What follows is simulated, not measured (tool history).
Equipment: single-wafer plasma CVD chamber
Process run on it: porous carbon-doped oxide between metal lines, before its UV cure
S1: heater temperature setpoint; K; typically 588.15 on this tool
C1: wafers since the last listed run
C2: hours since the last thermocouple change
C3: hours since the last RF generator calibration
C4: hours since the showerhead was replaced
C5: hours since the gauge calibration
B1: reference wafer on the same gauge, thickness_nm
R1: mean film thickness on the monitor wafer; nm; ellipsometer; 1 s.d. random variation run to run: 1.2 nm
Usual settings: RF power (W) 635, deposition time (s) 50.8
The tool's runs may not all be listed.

{"run": 1, "hour": 0.0, "S1": 588.15, "RF power (W)": 570, "deposition time (s)": 43.6, "C1": 0, "C2": 1215.0, "C3": 1607.5, "C4": 1462.6, "C5": 969.9, "B1": 315.217, "R1": 229.096}
{"hour": 27.8, "done": "thermocouple changed; heater temperature recalibrated"}
{"run": 2, "hour": 81.3, "S1": 588.15, "RF power (W)": 635, "deposition time (s)": 50.8, "C1": 1635, "C2": 53.5, "C3": 1688.8, "C4": 1543.9, "C5": 1051.2, "B1": 314.889, "R1": 276.933}
{"run": 3, "hour": 312.4, "S1": 588.15, "RF power (W)": 635, "deposition time (s)": 50.8, "C1": 5157, "C2": 284.6, "C3": 1919.9, "C4": 1775.0, "C5": 1282.3, "B1": 315.146, "R1": 277.589}
{"hour": 336.1, "done": "RF generator calibrated"}
{"run": 4, "hour": 354.9, "S1": 588.15, "RF power (W)": 635, "deposition time (s)": 50.8, "C1": 769, "C2": 327.1, "C3": 18.8, "C4": 1817.5, "C5": 1324.8, "B1": 314.88, "R1": 287.552}
{"run": 5, "hour": 394.9, "S1": 588.15, "RF power (W)": 635, "deposition time (s)": 50.8, "C1": 892, "C2": 367.1, "C3": 58.8, "C4": 1857.5, "C5": 1364.8, "B1": 314.115, "R1": 288.696}
{"run": 6, "hour": 481.9, "S1": 588.15, "RF power (W)": 635, "deposition time (s)": 50.8, "C1": 1941, "C2": 454.1, "C3": 145.8, "C4": 1944.5, "C5": 1451.8, "B1": 315.267, "R1": 288.885}
{"run": 7, "hour": 570.9, "S1": 588.15, "RF power (W)": 635, "deposition time (s)": 50.8, "C1": 1986, "C2": 543.1, "C3": 234.8, "C4": 2033.5, "C5": 1540.8, "B1": 314.907, "R1": 287.632}
{"run": 8, "hour": 672.2, "S1": 588.15, "RF power (W)": 635, "deposition time (s)": 50.8, "C1": 2260, "C2": 644.4, "C3": 336.1, "C4": 2134.8, "C5": 1642.1, "B1": 315.255, "R1": 288.611}
{"run": 9, "hour": 744.1, "S1": 588.15, "RF power (W)": 635, "deposition time (s)": 50.8, "C1": 1604, "C2": 716.3, "C3": 408.0, "C4": 2206.7, "C5": 1714.0, "B1": 315.885, "R1": 286.923}
{"run": 10, "hour": 997.2, "S1": 588.15, "RF power (W)": 635, "deposition time (s)": 50.8, "C1": 5648, "C2": 969.4, "C3": 661.1, "C4": 2459.8, "C5": 1967.1, "B1": 315.211, "R1": 286.413}
{"run": 11, "hour": 1095.7, "S1": 588.15, "RF power (W)": 635, "deposition time (s)": 50.8, "C1": 2198, "C2": 1067.9, "C3": 759.6, "C4": 2558.3, "C5": 2065.6, "B1": 314.489, "R1": 286.097}
{"hour": 1154.7, "done": "gauge calibrated"}
{"run": 12, "hour": 1188.1, "S1": 588.15, "RF power (W)": 635, "deposition time (s)": 45.6, "C1": 2062, "C2": 1160.3, "C3": 852.0, "C4": 2650.7, "C5": 33.4, "B1": 314.908, "R1": 257.7}
{"run": 13, "hour": 1244.0, "S1": 588.15, "RF power (W)": 635, "deposition time (s)": 50.8, "C1": 1247, "C2": 1216.2, "C3": 907.9, "C4": 2706.6, "C5": 89.3, "B1": 315.17, "R1": 286.935}
{"run": 14, "hour": 1295.6, "S1": 588.15, "RF power (W)": 635, "deposition time (s)": 50.8, "C1": 1151, "C2": 1267.8, "C3": 959.5, "C4": 2758.2, "C5": 140.9, "B1": 314.832, "R1": 287.369}
{"hour": 1356.3, "done": "showerhead replaced"}
{"run": 15, "hour": 1383.9, "S1": 588.15, "RF power (W)": 635, "deposition time (s)": 50.8, "C1": 1792, "C2": 1356.1, "C3": 1047.8, "C4": 27.6, "C5": 229.2, "B1": 314.748, "R1": 288.204}
{"run": 16, "hour": 1422.3, "S1": 588.15, "RF power (W)": 520, "deposition time (s)": 50.8, "C1": 856, "C2": 1394.5, "C3": 1086.2, "C4": 66.0, "C5": 267.6, "B1": 315.079, "R1": 254.142}
{"hour": 1623.8, "done": "thermocouple changed; heater temperature recalibrated"}
{"run": 17, "hour": 1725.6, "S1": 577.15, "RF power (W)": 555, "deposition time (s)": 45.9, "C1": 6590, "C2": 101.8, "C3": 1389.5, "C4": 369.3, "C5": 570.9, "B1": 314.979, "R1": 246.172}
{"run": 18, "hour": 1764.0, "S1": 581.15, "RF power (W)": 750, "deposition time (s)": 42.2, "C1": 856, "C2": 140.2, "C3": 1427.9, "C4": 407.7, "C5": 609.3, "B1": 315.279, "R1": 265.352}
{"run": 19, "hour": 1831.1, "S1": 580.15, "RF power (W)": 635, "deposition time (s)": 50.8, "C1": 1497, "C2": 207.3, "C3": 1495.0, "C4": 474.8, "C5": 676.4, "B1": 314.345, "R1": 287.763}
{"run": 20, "hour": 1912.8, "S1": 588.15, "RF power (W)": 635, "deposition time (s)": 50.8, "C1": 1823, "C2": 289.0, "C3": 1576.7, "C4": 556.5, "C5": 758.1, "B1": 315.025, "R1": 279.401}
{"run": 21, "hour": 2017.7, "S1": 576.15, "RF power (W)": 735, "deposition time (s)": 46.8, "C1": 2341, "C2": 393.9, "C3": 1681.6, "C4": 661.4, "C5": 863.0, "B1": 315.006, "R1": 296.04}
{"run": 22, "hour": 2112.3, "S1": 588.15, "RF power (W)": 635, "deposition time (s)": 60.2, "C1": 2111, "C2": 488.5, "C3": 1776.2, "C4": 756.0, "C5": 957.6, "B1": 314.677, "R1": 329.939}
{"run": 23, "hour": 2175.0, "S1": 576.15, "RF power (W)": 735, "deposition time (s)": 46.8, "C1": 1399, "C2": 551.2, "C3": 1838.9, "C4": 818.7, "C5": 1020.3, "B1": 315.329, "R1": 297.193}
{"run": 24, "hour": 2217.0, "S1": 588.15, "RF power (W)": 635, "deposition time (s)": 45.5, "C1": 937, "C2": 593.2, "C3": 1880.9, "C4": 860.7, "C5": 1062.3, "B1": 315.47, "R1": 248.29}
{"run": 25, "hour": 2258.4, "S1": 588.15, "RF power (W)": 635, "deposition time (s)": 50.8, "C1": 923, "C2": 634.6, "C3": 1922.3, "C4": 902.1, "C5": 1103.7, "B1": 315.07, "R1": 277.453}
{"hour": 2271.8, "done": "RF generator calibrated"}
{"run": 26, "hour": 2335.5, "S1": 588.15, "RF power (W)": 635, "deposition time (s)": 57.2, "C1": 1542, "C2": 711.7, "C3": 63.7, "C4": 979.2, "C5": 1180.8, "B1": 314.88, "R1": 324.567}
{"run": 27, "hour": 2431.1, "S1": 588.15, "RF power (W)": 635, "deposition time (s)": 50.8, "C1": 2133, "C2": 807.3, "C3": 159.3, "C4": 1074.8, "C5": 1276.4, "B1": 315.04, "R1": 289.189}
{"run": 28, "hour": 2505.9, "S1": 588.15, "RF power (W)": 635, "deposition time (s)": 50.8, "C1": 1669, "C2": 882.1, "C3": 234.1, "C4": 1149.6, "C5": 1351.2, "B1": 314.675, "R1": 289.9}
{"run": 29, "hour": 2545.5, "S1": 597.15, "RF power (W)": 520, "deposition time (s)": 43.1, "C1": 883, "C2": 921.7, "C3": 273.7, "C4": 1189.2, "C5": 1390.8, "B1": 314.945, "R1": 210.912}
{"run": 30, "hour": 2651.6, "S1": 588.15, "RF power (W)": 600, "deposition time (s)": 41.3, "C1": 2367, "C2": 1027.8, "C3": 379.8, "C4": 1295.3, "C5": 1496.9, "B1": 314.953, "R1": 228.371}
{"run": 31, "hour": 2737.4, "S1": 588.15, "RF power (W)": 750, "deposition time (s)": 53.6, "C1": 1914, "C2": 1113.6, "C3": 465.6, "C4": 1381.1, "C5": 1582.7, "B1": 314.878, "R1": 337.589}
{"run": 32, "hour": 2778.6, "S1": 578.15, "RF power (W)": 755, "deposition time (s)": 41.2, "C1": 919, "C2": 1154.8, "C3": 506.8, "C4": 1422.3, "C5": 1623.9, "B1": 315.093, "R1": 275.428}
{"hour": 2838.5, "done": "thermocouple changed; heater temperature recalibrated"}
{"run": 33, "hour": 3095.2, "S1": 597.15, "RF power (W)": 670, "deposition time (s)": 50.8, "C1": 6887, "C2": 256.7, "C3": 823.4, "C4": 1738.9, "C5": 1940.5, "B1": 314.652, "R1": 281.637}
{"run": 34, "hour": 3186.7, "S1": 577.15, "RF power (W)": 635, "deposition time (s)": 50.8, "C1": 2042, "C2": 348.2, "C3": 914.9, "C4": 1830.4, "C5": 2032.0, "B1": 315.028, "R1": 297.668}

Below, some changes in R1 between adjacent runs. For each, the amount present without the hidden state too (settings, incoming material, random variation) and the amount remaining for the hidden state with gauge scatter not shared by both compared results:
Hidden conditions of the tool in this case: wafer temperature above the value expected at the setpoint (K); delivered RF power above the setpoint (%); gauge reads high (%).
Run 3 -> 4: RF generator calibrated. R1 +9.963 nm: hidden state +10.492, all else -0.529.
Run 16 -> 17: S1 588.15 -> 577.15, RF power (W) 520 -> 555, deposition time (s) 50.8 -> 45.9, thermocouple changed; heater temperature recalibrated. R1 -7.970 nm: hidden state -7.015, all else -0.955.
Run 25 -> 26: deposition time (s) 50.8 -> 57.2, RF generator calibrated. R1 +47.114 nm: hidden state +12.119, all else +34.995.
Run 28 -> 29: S1 588.15 -> 597.15, RF power (W) 635 -> 520, deposition time (s) 50.8 -> 43.1. R1 -78.988 nm: hidden state -0.499, all else -78.489.
Run 30 -> 31: RF power (W) 600 -> 750, deposition time (s) 41.3 -> 53.6. R1 +109.218 nm: hidden state +0.732, all else +108.486.
Run 31 -> 32: S1 588.15 -> 578.15, RF power (W) 750 -> 755, deposition time (s) 53.6 -> 41.2. R1 -62.161 nm: hidden state +0.039, all else -62.200.

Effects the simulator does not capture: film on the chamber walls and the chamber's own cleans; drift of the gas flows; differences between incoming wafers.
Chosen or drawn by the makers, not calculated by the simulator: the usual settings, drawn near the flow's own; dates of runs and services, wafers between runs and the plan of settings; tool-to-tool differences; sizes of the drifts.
